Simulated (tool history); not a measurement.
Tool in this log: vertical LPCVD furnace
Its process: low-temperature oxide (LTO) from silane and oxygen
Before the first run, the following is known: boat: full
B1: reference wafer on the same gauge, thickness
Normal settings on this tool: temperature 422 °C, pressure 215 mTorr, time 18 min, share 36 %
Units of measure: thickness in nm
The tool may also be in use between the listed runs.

{"run": 1, "hour": 0.0, "temperature": 430, "pressure": 215, "time": 18, "share": 36, "B1": 200.04, "thickness": 215.2}
{"run": 2, "hour": 32.1, "temperature": 422, "pressure": 215, "time": 18, "share": 36, "B1": 200.06, "thickness": 198.36}
{"run": 3, "hour": 55.7, "temperature": 422, "pressure": 215, "time": 18, "share": 36, "B1": 200.05, "thickness": 198.98}
{"run": 4, "hour": 68.5, "temperature": 422, "pressure": 215, "time": 18, "share": 36, "B1": 199.97, "thickness": 198.63}
{"run": 5, "hour": 87.6, "temperature": 422, "pressure": 225, "time": 20, "share": 36, "B1": 199.99, "thickness": 231.04}
{"run": 6, "hour": 110.9, "temperature": 422, "pressure": 215, "time": 18, "share": 36, "B1": 199.96, "thickness": 199.04}
{"hour": 141.5, "done": "thermocouples replaced and temperature profile calibrated"}
{"run": 7, "hour": 142.0, "temperature": 422, "pressure": 215, "time": 18, "share": 36, "B1": 200.01, "thickness": 202.17}
{"run": 8, "hour": 150.6, "temperature": 422, "pressure": 215, "time": 18, "share": 38, "B1": 200.02, "thickness": 216.26}
{"run": 9, "hour": 167.0, "temperature": 414, "pressure": 215, "time": 21, "share": 36, "B1": 200, "thickness": 217.25}
{"hour": 184.6, "done": "gauge calibrated"}
{"run": 10, "hour": 195.2, "temperature": 413, "pressure": 215, "time": 18, "share": 36, "B1": 200.08, "thickness": 184.8}
{"hour": 227.8, "done": "silane flow controller replaced"}
{"hour": 231.4, "done": "thermocouples replaced and temperature profile calibrated, repeated, since the last time left the tool worse"}
{"hour": 253.5, "done": "pressure gauge zeroed"}
{"run": 11, "hour": 254.0, "temperature": 422, "pressure": 215, "time": 18, "share": 31, "B1": 199.97, "thickness": 157.96}
{"run": 12, "hour": 258.8, "temperature": 422, "pressure": 215, "time": 18, "share": 36, "B1": 200, "thickness": 192.44}
{"run": 13, "hour": 263.6, "temperature": 427, "pressure": 195, "time": 18, "share": 34, "B1": 199.94, "thickness": 171.08}
{"run": 14, "hour": 278.8, "temperature": 422, "pressure": 260, "time": 18, "share": 43, "B1": 199.97, "thickness": 284.99}
{"run": 15, "hour": 309.1, "temperature": 427, "pressure": 255, "time": 12, "share": 29, "B1": 199.96, "thickness": 120.44}
{"run": 16, "hour": 327.5, "temperature": 422, "pressure": 215, "time": 18, "share": 29, "B1": 199.98, "thickness": 144.34}
{"run": 17, "hour": 362.5, "temperature": 431, "pressure": 170, "time": 12.5, "share": 38, "B1": 200.02, "thickness": 123.57}
{"run": 18, "hour": 383.3, "temperature": 422, "pressure": 215, "time": 18, "share": 36, "B1": 199.97, "thickness": 192.82}
{"run": 19, "hour": 402.5, "temperature": 427, "pressure": 195, "time": 18, "share": 34, "B1": 200.06, "thickness": 170.97}

Predict each of these 5 candidate next runs independently; none follows another, all start after run 19:
{"run": "A", "hour": 407.4, "temperature": 422, "pressure": 215, "time": 18, "share": 36, "B1": "?", "thickness": "?"}
{"run": "B", "hour": 407.4, "temperature": 422, "pressure": 215, "time": 18, "share": 33, "B1": "?", "thickness": "?"}
{"run": "C", "hour": 407.4, "temperature": 418, "pressure": 215, "time": 18, "share": 42, "B1": "?", "thickness": "?"}
{"run": "D", "hour": 407.4, "temperature": 430, "pressure": 215, "time": 12.5, "share": 43, "B1": "?", "thickness": "?"}
{"run": "E", "hour": 407.4, "temperature": 422, "pressure": 180, "time": 18, "share": 34, "B1": "?", "thickness": "?"}

run=A B1=200.01 thickness=192.72
run=B B1=200.01 thickness=172.36
run=C B1=200.01 thickness=221.05
run=D B1=200.01 thickness=176.96
run=E B1=200.01 thickness=150.06
Without the tool's hidden state the same runs would have given:
run=A thickness=192.32
run=B thickness=171.99
run=C thickness=220.6
run=D thickness=176.62
run=E thickness=149.74
